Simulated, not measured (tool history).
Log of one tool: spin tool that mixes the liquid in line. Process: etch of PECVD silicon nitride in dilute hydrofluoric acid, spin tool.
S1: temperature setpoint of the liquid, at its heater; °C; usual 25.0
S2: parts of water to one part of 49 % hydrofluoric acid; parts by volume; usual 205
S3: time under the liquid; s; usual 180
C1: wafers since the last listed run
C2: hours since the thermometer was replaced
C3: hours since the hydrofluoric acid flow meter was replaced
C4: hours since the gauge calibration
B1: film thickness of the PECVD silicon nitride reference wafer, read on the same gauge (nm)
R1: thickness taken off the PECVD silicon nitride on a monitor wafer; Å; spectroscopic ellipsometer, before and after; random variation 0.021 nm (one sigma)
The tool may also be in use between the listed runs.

run   hour    S1   S2   S3   C1      C2      C3     C4      B1     R1
  1    0.0  25.0  205  180    0  2430.5  1535.1   60.3  70.009  24.41
  2   13.8  25.0  260  105  104  2444.3  1548.9   74.1  70.004  11.24
  3   20.0  25.0  235  180   46  2450.5  1555.1   80.3  70.005  21.29
  4   33.4  25.0  235  180  101  2463.9  1568.5   93.7  70.052  21.01
  5   46.9  25.0  235  180  101  2477.4  1582.0  107.2  69.973  21.24
  6   56.9  27.5  205  180   75  2487.4  1592.0  117.2  69.973  28.35
  7   73.9  27.5  205  180  128  2504.4  1609.0  134.2  69.976  28.51
  8   91.1  27.5  205  180  129  2521.6  1626.2  151.4  69.964  27.96
  9  104.4  25.0  205  180  100  2534.9  1639.5  164.7  70.004  24.28
     108.6  -- gauge calibrated
 10  116.4  25.0  205  180   90  2546.9  1651.5    7.8  70.010  24.29
 11  131.5  25.0  205  180  113  2562.0  1666.6   22.9  69.998  24.07
 12  142.3  25.0  205  180   81  2572.8  1677.4   33.7  69.988  23.95
     156.8  -- hydrofluoric acid flow meter replaced
 13  159.4  25.0  205  180  121  2589.9     2.6   50.8  70.031  27.91
 14  173.0  25.0  205  180  102  2603.5    16.2   64.4  70.047  28.22
 15  180.2  25.0  205  180   54  2610.7    23.4   71.6  70.009  28.13
 16  190.5  25.0  255  240   77  2621.0    33.7   81.9  70.029  29.65
 17  203.1  25.0  255  180   95  2633.6    46.3   94.5  69.977  22.48
     206.9  -- thermometer replaced
 18  212.2  25.0  205  180   61     5.3    55.4  103.6  70.012  27.95
 19  218.8  25.0  245  180   49    11.9    62.0  110.2  69.972  23.25
 20  231.6  25.0  205  180   96    24.7    74.8  123.0  69.949  27.63
 21  243.3  21.0  125  150   88    36.4    86.5  134.7  69.991  29.33
 22  261.0  20.0  235  150  133    54.1   104.2  152.4  69.988  14.90
 23  267.9  29.5  205  180   52    61.0   111.1  159.3  70.016  36.75
     275.8  -- gauge calibrated
 24  283.0  20.5  140  260  113    76.1   126.2    7.2  69.969  43.27
 25  295.1  27.0  125  180   91    88.2   138.3   19.3  69.983  51.31
 26  302.2  26.5  165  180   53    95.3   145.4   26.4  70.011  38.07

Hidden state at the last listed run before each entry between runs and at the first one after, where it differs:
Between runs 9 and 10: gauge calibrated (hour 108.6)
  hydrofluoric acid flow below the setpoint (%): 14.3 -> 14.4
  measured less the result without the state, R1: -4.04 -> -4.07 Å
Between runs 12 and 13: hydrofluoric acid flow meter replaced (hour 156.8)
  hydrofluoric acid flow below the setpoint (%): 14.6 -> 0.825
  measured less the result without the state, R1: -4.08 -> -0.23 Å
Between runs 17 and 18: thermometer replaced (hour 206.9)
  hydrofluoric acid flow below the setpoint (%): 1.17 -> 1.24
  measured less the result without the state, R1: -0.26 -> -0.35 Å
Between runs 23 and 24: gauge calibrated (hour 275.8)
  hydrofluoric acid flow below the setpoint (%): 1.68 -> 1.79
  measured less the result without the state, R1: -0.64 -> -0.77 Å

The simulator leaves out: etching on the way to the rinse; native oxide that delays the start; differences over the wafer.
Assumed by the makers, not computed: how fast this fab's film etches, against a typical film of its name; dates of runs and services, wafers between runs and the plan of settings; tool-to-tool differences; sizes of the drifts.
